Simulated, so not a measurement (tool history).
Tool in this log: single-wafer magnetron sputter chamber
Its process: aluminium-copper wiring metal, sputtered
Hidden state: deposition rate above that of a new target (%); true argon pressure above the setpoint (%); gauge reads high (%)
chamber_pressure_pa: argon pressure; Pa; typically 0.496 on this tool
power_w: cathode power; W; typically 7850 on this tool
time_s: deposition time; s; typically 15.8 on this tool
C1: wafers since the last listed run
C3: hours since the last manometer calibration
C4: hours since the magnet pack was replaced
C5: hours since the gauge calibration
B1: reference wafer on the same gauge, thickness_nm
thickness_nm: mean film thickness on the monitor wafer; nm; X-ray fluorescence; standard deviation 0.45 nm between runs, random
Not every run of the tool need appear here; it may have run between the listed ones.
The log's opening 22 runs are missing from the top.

Run 23, hour 285.3: usual settings but chamber_pressure_pa 0.414 Pa, power_w 7350 W, time_s 14.7 s; C1 183; wafers on the sputter target 200; C3 6.4; C4 13.8; C5 167.4; B1 245.971. Result: thickness_nm 208.175 nm.
Run 24, hour 294: usual settings; C1 270; wafers on the sputter target 471; C3 15.1; C4 22.5; C5 176.1; B1 245.908. Result: thickness_nm 221.648 nm.
Run 25, hour 304.1: usual settings but power_w 8700 W, time_s 17 s; C1 314; wafers on the sputter target 785; C3 25.2; C4 32.6; C5 186.2; B1 245.934. Result: thickness_nm 262.359 nm.
Run 26, hour 313: usual settings; C1 277; wafers on the sputter target 1063; C3 34.1; C4 41.5; C5 195.1; B1 245.815. Result: thickness_nm 219.294 nm.
Run 27, hour 320.1: usual settings but chamber_pressure_pa 0.652 Pa, power_w 6700 W; C1 221; wafers on the sputter target 1284; C3 41.2; C4 48.6; C5 202.2; B1 245.937. Result: thickness_nm 164.418 nm.
Run 28, hour 331.5: usual settings but power_w 7300 W, time_s 13.8 s; C1 354; wafers on the sputter target 1639; C3 52.6; C4 60; C5 213.6; B1 245.933. Result: thickness_nm 178.194 nm.
Run 29, hour 348.3: usual settings but chamber_pressure_pa 0.601 Pa, power_w 7050 W; C1 523; wafers on the sputter target 2162; C3 69.4; C4 76.8; C5 230.4; B1 245.943. Result: thickness_nm 179.852 nm.
Run 30, hour 357.9: usual settings; C1 298; wafers on the sputter target 2461; C3 79; C4 86.4; C5 240; B1 246.089. Result: thickness_nm 219.236 nm.
Run 31, hour 371.2: usual settings but chamber_pressure_pa 0.321 Pa, power_w 8400 W, time_s 12.9 s; C1 414; wafers on the sputter target 2875; C3 92.3; C4 99.7; C5 253.3; B1 245.964. Result: thickness_nm 222.552 nm.

Predict each of these 4 candidate next runs independently; none follows another, all start after run 31:
Run A, hour 371.6: usual settings but chamber_pressure_pa 0.632 Pa; C1 12; wafers on the sputter target 2887; C3 92.7; C4 100.1; C5 253.7; B1 ?. Result: thickness_nm ?.
Run B, hour 371.6: usual settings but chamber_pressure_pa 0.627 Pa, power_w 7000 W, time_s 17.3 s; C1 12; wafers on the sputter target 2887; C3 92.7; C4 100.1; C5 253.7; B1 ?. Result: thickness_nm ?.
Run C, hour 371.6: usual settings but chamber_pressure_pa 0.355 Pa, time_s 18.1 s; C1 12; wafers on the sputter target 2887; C3 92.7; C4 100.1; C5 253.7; B1 ?. Result: thickness_nm ?.
Run D, hour 371.6: usual settings but chamber_pressure_pa 0.657 Pa, time_s 14.8 s; C1 12; wafers on the sputter target 2887; C3 92.7; C4 100.1; C5 253.7; B1 ?. Result: thickness_nm ?.

run       B1  thickness_nm
  A  246.121       194.581
  B  246.121       190.773
  C  246.121       283.629
  D  246.121       178.546
What these runs would have given with no unlogged condition in the tool:
run  thickness_nm
  A       197.717
  B       193.851
  C       288.414
  D       181.414
